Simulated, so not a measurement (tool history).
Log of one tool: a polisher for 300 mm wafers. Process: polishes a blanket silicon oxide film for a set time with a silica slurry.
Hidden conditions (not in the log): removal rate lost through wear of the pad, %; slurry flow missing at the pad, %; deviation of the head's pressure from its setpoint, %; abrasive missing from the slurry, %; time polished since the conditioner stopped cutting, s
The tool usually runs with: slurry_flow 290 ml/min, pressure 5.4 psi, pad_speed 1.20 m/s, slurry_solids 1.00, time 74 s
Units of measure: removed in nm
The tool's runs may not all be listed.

| run | hour | slurry_flow | pressure | pad_speed | slurry_solids | time | wafers since the last listed run | wafers polished on this pad | hours since the slurry nozzle was cleaned | hours since the head pressure was calibrated | hours since the slurry blender was calibrated | hours since the conditioning disc was replaced | incoming thickness of the incoming film, nm | removed |
|---|---|---|---|---|---|---|---|---|---|---|---|---|---|---|
| 1 | 0.0 | 290 | 4.2 | 1.20 | 1.00 | 74 | 0 | 454 | 519.6 | 394.4 | 137.6 | 83.5 | 1386.5 | 298.2 |
| 2 | 14.7 | 290 | 4.2 | 1.20 | 1.00 | 74 | 179 | 634 | 534.3 | 409.1 | 152.3 | 98.2 | 1359.7 | 301.2 |
| 3 | 30.8 | 250 | 5.4 | 1.20 | 1.00 | 74 | 196 | 831 | 550.4 | 425.2 | 168.4 | 114.3 | 1335.9 | 379.7 |
| 4 | 43.4 | 250 | 5.4 | 1.20 | 1.00 | 74 | 154 | 985 | 563.0 | 437.8 | 181.0 | 126.9 | 1371.7 | 377.8 |
| 5 | 56.4 | 250 | 5.4 | 1.20 | 1.00 | 74 | 159 | 1144 | 576.0 | 450.8 | 194.0 | 139.9 | 1364.8 | 375.1 |
| 6 | 62.7 | 290 | 5.4 | 1.20 | 1.00 | 74 | 77 | 1221 | 582.3 | 457.1 | 200.3 | 146.2 | 1369.9 | 378.8 |
|  | 65.6 | head pressure recalibrated |
|  | 71.4 | worn pad replaced by a new one |
| 7 | 76.1 | 290 | 5.4 | 1.20 | 1.00 | 74 | 90 | 57 | 595.7 | 10.5 | 213.7 | 159.6 | 1352.6 | 386.7 |
|  | 79.2 | slurry nozzle cleaned |
| 8 | 92.6 | 290 | 5.4 | 1.20 | 0.90 | 74 | 189 | 247 | 13.4 | 27.0 | 230.2 | 176.1 | 1354.9 | 351.0 |
|  | 102.4 | slurry blender recalibrated |
| 9 | 103.3 | 235 | 6.1 | 1.34 | 1.00 | 89 | 106 | 353 | 24.1 | 37.7 | 0.9 | 186.8 | 1380.0 | 520.0 |
| 10 | 119.8 | 355 | 5.4 | 1.20 | 1.15 | 74 | 201 | 555 | 40.6 | 54.2 | 17.4 | 203.3 | 1369.9 | 399.8 |
|  | 124.2 | conditioning disc replaced and pad reconditioned |
|  | 138.0 | slurry nozzle cleaned, repeated, since the last time left the tool worse |
|  | 159.6 | worn pad replaced by a new one |
| 11 | 168.3 | 290 | 5.4 | 1.20 | 1.00 | 74 | 507 | 106 | 30.3 | 102.7 | 65.9 | 44.1 | 1340.2 | 396.7 |
| 12 | 177.9 | 290 | 5.4 | 1.20 | 1.00 | 74 | 117 | 223 | 39.9 | 112.3 | 75.5 | 53.7 | 1364.4 | 395.7 |
| 13 | 187.2 | 365 | 6.7 | 1.20 | 0.80 | 50 | 113 | 337 | 49.2 | 121.6 | 84.8 | 63.0 | 1343.5 | 303.1 |
| 14 | 195.4 | 290 | 5.4 | 0.86 | 1.00 | 50 | 100 | 437 | 57.4 | 129.8 | 93.0 | 71.2 | 1348.8 | 209.0 |
| 15 | 206.4 | 290 | 5.4 | 1.20 | 1.00 | 74 | 134 | 572 | 68.4 | 140.8 | 104.0 | 82.2 | 1343.8 | 394.3 |
| 16 | 223.0 | 345 | 6.6 | 1.08 | 1.00 | 64 | 203 | 775 | 85.0 | 157.4 | 120.6 | 98.8 | 1358.2 | 389.3 |

Predict the results of run 17:
| 17 | 233.7 | 325 | 6.0 | 1.20 | 1.00 | 74 | 130 | 906 | 95.7 | 168.1 | 131.3 | 109.5 | 1379.7 | ? |

{"run 17": {"removed": 435.2}}
With the hidden condition absent and the run-to-run variation left alone, this run would have shown removed 439.7 nm.
